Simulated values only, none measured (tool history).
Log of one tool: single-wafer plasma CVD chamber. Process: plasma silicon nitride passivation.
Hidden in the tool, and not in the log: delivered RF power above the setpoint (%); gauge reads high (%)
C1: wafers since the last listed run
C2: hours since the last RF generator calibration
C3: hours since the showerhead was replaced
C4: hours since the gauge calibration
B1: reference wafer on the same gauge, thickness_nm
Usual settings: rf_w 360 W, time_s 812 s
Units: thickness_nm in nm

{"run": 1, "day": 0.0, "rf_w": 320, "time_s": 812, "C1": 0, "C2": 1138, "C3": 7121.9, "C4": 99.6, "B1": 1060.34, "thickness_nm": 1050.931}
{"run": 2, "day": 3.462, "rf_w": 360, "time_s": 732, "C1": 170, "C2": 1221.1, "C3": 7205, "C4": 182.7, "B1": 1059.831, "thickness_nm": 990.18}
{"run": 3, "day": 8.225, "rf_w": 360, "time_s": 732, "C1": 234, "C2": 1335.4, "C3": 7319.3, "C4": 297, "B1": 1057.683, "thickness_nm": 985.901}
{"run": 4, "day": 12.612, "rf_w": 340, "time_s": 812, "C1": 216, "C2": 1440.7, "C3": 7424.6, "C4": 402.3, "B1": 1059.364, "thickness_nm": 1082.517}
{"run": 5, "day": 15.217, "rf_w": 340, "time_s": 812, "C1": 128, "C2": 1503.2, "C3": 7487.1, "C4": 464.8, "B1": 1061.657, "thickness_nm": 1080.089}
{"run": 6, "day": 17.7, "rf_w": 340, "time_s": 812, "C1": 122, "C2": 1562.8, "C3": 7546.7, "C4": 524.4, "B1": 1059.319, "thickness_nm": 1082.357}
{"run": 7, "day": 21.442, "rf_w": 310, "time_s": 812, "C1": 184, "C2": 1652.6, "C3": 7636.5, "C4": 614.2, "B1": 1059.684, "thickness_nm": 1058.809}

Run 8 comes next. What will it give?
{"run": 8, "day": 25.75, "rf_w": 325, "time_s": 883, "C1": 212, "C2": 1756, "C3": 7739.9, "C4": 717.6, "B1": "?", "thickness_nm": "?"}

{"run 8": {"B1": 1058.744, "thickness_nm": 1155.131}}
Without the tool's hidden state the same run would have given thickness_nm 1155.131 nm.
